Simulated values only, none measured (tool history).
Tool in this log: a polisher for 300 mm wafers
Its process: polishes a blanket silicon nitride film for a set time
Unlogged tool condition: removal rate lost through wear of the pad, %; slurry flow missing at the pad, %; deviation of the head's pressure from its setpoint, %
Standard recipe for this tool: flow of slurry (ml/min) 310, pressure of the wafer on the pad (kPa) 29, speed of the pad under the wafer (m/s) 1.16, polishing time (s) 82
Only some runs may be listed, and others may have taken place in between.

run   hour  flow of slurry (ml/min)  pressure of the wafer on the pad (kPa)  speed of the pad under the wafer (m/s)  polishing time (s)  wafers since the last listed run  wafers polished on this pad  hours since the slurry nozzle was cleaned  hours since the head pressure was calibrated  incoming thickness of the incoming film, nm  film removed (nm)
  1      0                      310                                      29                                    1.16                  82                                 0                          589                                      381.2                                        1242.8                                        661.8              159.9
  2    7.6                      310                                      29                                    1.16                  82                                82                          671                                      388.8                                        1250.4                                        647.9              158.1
  3     21                      310                                      29                                    1.16                  91                               144                          816                                      402.2                                        1263.8                                        652.7                177
  4   29.7                      310                                      29                                    1.16                  91                                93                          910                                      410.9                                        1272.5                                        649.7              173.6
      38.3  -- worn pad replaced by a new one
  5     45                      310                                      29                                    1.16                  82                               122                           72                                      426.2                                        1287.8                                        652.1              162.2
  6   55.3                      310                                      29                                    1.16                  82                               111                          183                                      436.5                                        1298.1                                        647.1              161.1
  7   69.1                      310                                      29                                    1.16                  82                               149                          332                                      450.3                                        1311.9                                        651.3              156.8
  8   83.8                      310                                      29                                    1.16                  82                               158                          491                                        465                                        1326.6                                        653.7              158.4
  9  100.6                      310                                    23.4                                     1.4                  82                               181                          673                                      481.8                                        1343.4                                        649.5              154.3
 10  115.5                      310                                    23.4                                     1.4                  82                               160                          834                                      496.7                                        1358.3                                        647.1              152.9
     124.8  -- worn pad replaced by a new one
 11  125.3                      310                                      29                                    1.16                  82                                62                            5                                      506.5                                        1368.1                                        656.1              162.2
 12  138.2                      310                                    35.9                                    1.16                  90                               139                          144                                      519.4                                          1381                                        641.1                207
 13  145.4                      310                                    22.8                                    1.16                  82                                77                          222                                      526.6                                        1388.2                                        650.3              130.6
 14  155.3                      310                                      29                                    1.16                  82                               106                          329                                      536.5                                        1398.1                                        644.8              156.2
 15    168                      310                                      29                                    1.16                  82                               137                          466                                      549.2                                        1410.8                                        641.3              154.9
 16  175.3                      310                                      29                                    1.16                  82                                78                          545                                      556.5                                        1418.1                                        655.3              153.3
 17  191.8                      310                                    35.2                                    1.16                  82                               178                          723                                        573                                        1434.6                                        646.3                177
       198  -- worn pad replaced by a new one
 18    206                      310                                    34.5                                    1.16                  82                               110                           86                                      587.2                                        1448.8                                        655.1              179.5
 19    223                      310                                    34.5                                    1.16                  82                               183                          269                                      604.2                                        1465.8                                        646.6              178.2
 20  230.7                      370                                    18.6                                       1                  97                                83                          353                                      611.9                                        1473.5                                        646.9              119.8
     247.7  -- head pressure recalibrated
 21  248.2                      310                                    25.5                                    1.16                  82                               167                          520                                      629.4                                           0.5                                        648.3              136.2
 22  255.9                      310                                      29                                    1.16                  91                                83                          603                                      637.1                                           8.2                                        655.3              169.1
 23  263.5                      370                                      20                                    1.16                  93                                82                          685                                      644.7                                          15.8                                          639              132.5
     268.9  -- slurry nozzle cleaned
 24  273.8                      245                                    32.4                                    1.16                 102                               100                          786                                        4.9                                          26.1                                        650.7              212.1
 25    283                      355                                    18.6                                     0.8                  61                                99                          885                                       14.1                                          35.3                                        655.1               63.1
     287.5  -- worn pad replaced by a new one
 26  295.7                      245                                    35.9                                    1.52                  82                                93                           88                                       26.8                                            48                                        647.1              240.9
 27  302.5                      310                                      29                                    1.52                 109                                73                          161                                       33.6                                          54.8                                        654.4              274.7
 28  318.8                      310                                    35.9                                    1.16                  65                               176                          337                                       49.9                                          71.1                                        648.8                152
 29  327.5                      230                                    22.1                                    1.16                  96                                93                          431                                       58.6                                          79.8                                        653.1              149.8
 30  344.6                      310                                      29                                    0.88                  82                               184                          616                                       75.7                                          96.9                                        661.8              130.3
 31  352.5                      310                                      29                                    1.16                  82                                85                          701                                       83.6                                         104.8                                        648.6              163.9
 32  359.7                      310                                      29                                    1.16                  82                                77                          779                                       90.8                                           112                                        637.7              161.3
       367  -- worn pad replaced by a new one
 33  375.8                      310                                      29                                    1.16                  82                               130                           94                                      106.9                                         128.1                                        658.1                167
 34  383.7                      310                                      29                                    0.96                  82                                85                          180                                      114.8                                           136                                        650.7              143.5
 35  390.6                      310                                      29                                    1.16                  82                                74                          254                                      121.7                                         142.9                                          650                163
 36  405.7                      210                                    39.3                                    1.16                  82                               163                          417                                      136.8                                           158                                        649.8              199.2
 37  416.1                      310                                      29                                    1.16                  82                               112                          530                                      147.2                                         168.4                                        647.2                161
 38    428                      310                                    33.8                                    0.98                  82                               128                          658                                      159.1                                         180.3                                          654              158.7

Alternative continuations, all from the tool just after run 38; predict every row:
  A  428.5                      345                                      29                                    1.16                  82                                 5                          664                                      159.6                                         180.8                                        636.2                  ?
  B  428.5                      310                                      29                                    1.16                  68                                 5                          664                                      159.6                                         180.8                                        636.2                  ?
  C  428.5                      245                                      29                                       1                  82                                 5                          664                                      159.6                                         180.8                                        636.2                  ?

run  film removed (nm)
  A              163.1
  B              133.9
  C              139.6
The same runs, with their run-to-run variation unchanged, on a tool lacking any hidden condition would have given:
run  film removed (nm)
  A                170
  B              139.6
  C              145.7
